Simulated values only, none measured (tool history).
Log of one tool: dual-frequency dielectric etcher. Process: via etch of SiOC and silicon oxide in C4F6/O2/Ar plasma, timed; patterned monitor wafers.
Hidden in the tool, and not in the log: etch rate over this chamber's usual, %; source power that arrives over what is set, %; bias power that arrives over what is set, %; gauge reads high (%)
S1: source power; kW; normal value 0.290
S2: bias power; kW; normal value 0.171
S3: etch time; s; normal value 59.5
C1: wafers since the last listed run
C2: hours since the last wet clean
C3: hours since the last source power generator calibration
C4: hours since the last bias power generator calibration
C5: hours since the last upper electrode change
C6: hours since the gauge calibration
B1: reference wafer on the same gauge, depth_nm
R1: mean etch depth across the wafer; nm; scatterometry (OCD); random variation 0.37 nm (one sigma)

run	hour	S1	S2	S3	C1	C2	C3	C4	C5	C6	B1	R1
1	0.0	0.290	0.171	59.5	0	237.1	2580.6	2041.6	4209.2	151.7	55.0	53.8
2	16.6	0.270	0.171	59.5	133	253.7	2597.2	2058.2	4225.8	168.3	54.9	51.8
3	22.7	0.290	0.171	59.5	49	259.8	2603.3	2064.3	4231.9	174.4	54.7	53.3
4	36.9	0.290	0.171	59.5	114	274.0	2617.5	2078.5	4246.1	188.6	54.9	53.0
5	52.4	0.290	0.160	59.5	124	289.5	2633.0	2094.0	4261.6	204.1	54.7	51.8
6	63.3	0.290	0.171	59.5	87	300.4	2643.9	2104.9	4272.5	215.0	54.9	53.0
7	79.3	0.290	0.171	59.5	128	316.4	2659.9	2120.9	4288.5	231.0	55.0	52.7
8	95.5	0.240	0.140	59.5	130	332.6	2676.1	2137.1	4304.7	247.2	54.8	45.2
9	107.1	0.290	0.171	59.5	93	344.2	2687.7	2148.7	4316.3	258.8	54.8	52.5
10	122.3	0.290	0.171	59.5	122	359.4	2702.9	2163.9	4331.5	274.0	54.9	52.7
# hour 130.6: source power generator calibrated
11	140.1	0.290	0.171	59.5	110	377.2	9.5	2181.7	4349.3	291.8	55.0	51.7
12	153.6	0.290	0.191	59.5	108	390.7	23.0	2195.2	4362.8	305.3	54.8	54.4
13	164.4	0.290	0.191	59.5	86	401.5	33.8	2206.0	4373.6	316.1	55.0	54.6
14	170.9	0.290	0.191	59.5	52	408.0	40.3	2212.5	4380.1	322.6	55.0	54.8
15	184.7	0.340	0.148	69.0	110	421.8	54.1	2226.3	4393.9	336.4	55.1	62.2
# hour 185.1: gauge calibrated
16	200.6	0.290	0.171	59.5	127	437.7	70.0	2242.2	4409.8	15.5	55.0	52.2
# hour 230.8: bias power generator calibrated
# hour 231.1: wet clean of the chamber
# hour 245.5: upper electrode replaced
17	246.0	0.240	0.171	44.0	214	14.9	115.4	15.2	0.5	60.9	54.7	36.7
18	246.3	0.290	0.171	59.5	2	15.2	115.7	15.5	0.8	61.2	54.9	54.9
19	246.7	0.290	0.171	59.5	3	15.6	116.1	15.9	1.2	61.6	54.9	54.7
20	247.0	0.290	0.171	59.5	2	15.9	116.4	16.2	1.5	61.9	54.8	54.4
21	247.6	0.330	0.137	74.0	4	16.5	117.0	16.8	2.1	62.5	54.9	67.1
22	264.0	0.290	0.171	59.5	131	32.9	133.4	33.2	18.5	78.9	55.0	55.2
23	279.7	0.360	0.171	59.5	126	48.6	149.1	48.9	34.2	94.6	55.0	59.5
24	296.2	0.240	0.158	59.5	132	65.1	165.6	65.4	50.7	111.1	55.0	48.3
25	308.5	0.230	0.193	59.5	98	77.4	177.9	77.7	63.0	123.4	54.9	51.5
26	320.9	0.290	0.209	59.5	99	89.8	190.3	90.1	75.4	135.8	55.1	58.1
27	330.0	0.290	0.187	59.5	73	98.9	199.4	99.2	84.5	144.9	55.0	55.6
28	336.5	0.290	0.171	50.0	52	105.4	205.9	105.7	91.0	151.4	54.9	45.5
29	350.9	0.340	0.149	71.5	115	119.8	220.3	120.1	105.4	165.8	55.0	66.2
30	368.8	0.310	0.171	59.5	143	137.7	238.2	138.0	123.3	183.7	54.8	56.2
31	402.2	0.260	0.134	50.0	268	171.1	271.6	171.4	156.7	217.1	54.9	39.2

What if the next run were any one of these 3? Each begins from the tool's condition after run 31:
A	402.6	0.290	0.171	59.5	3	171.5	272.0	171.8	157.1	217.5	?	?
B	402.6	0.250	0.129	74.0	3	171.5	272.0	171.8	157.1	217.5	?	?
C	402.6	0.330	0.156	67.0	3	171.5	272.0	171.8	157.1	217.5	?	?

run	B1	R1
A	54.8	53.4
B	54.8	56.7
C	54.8	61.7
Take away the tool's hidden state, keep each run's random variation, and the runs would have read:
run	R1
A	54.8
B	58.2
C	63.3
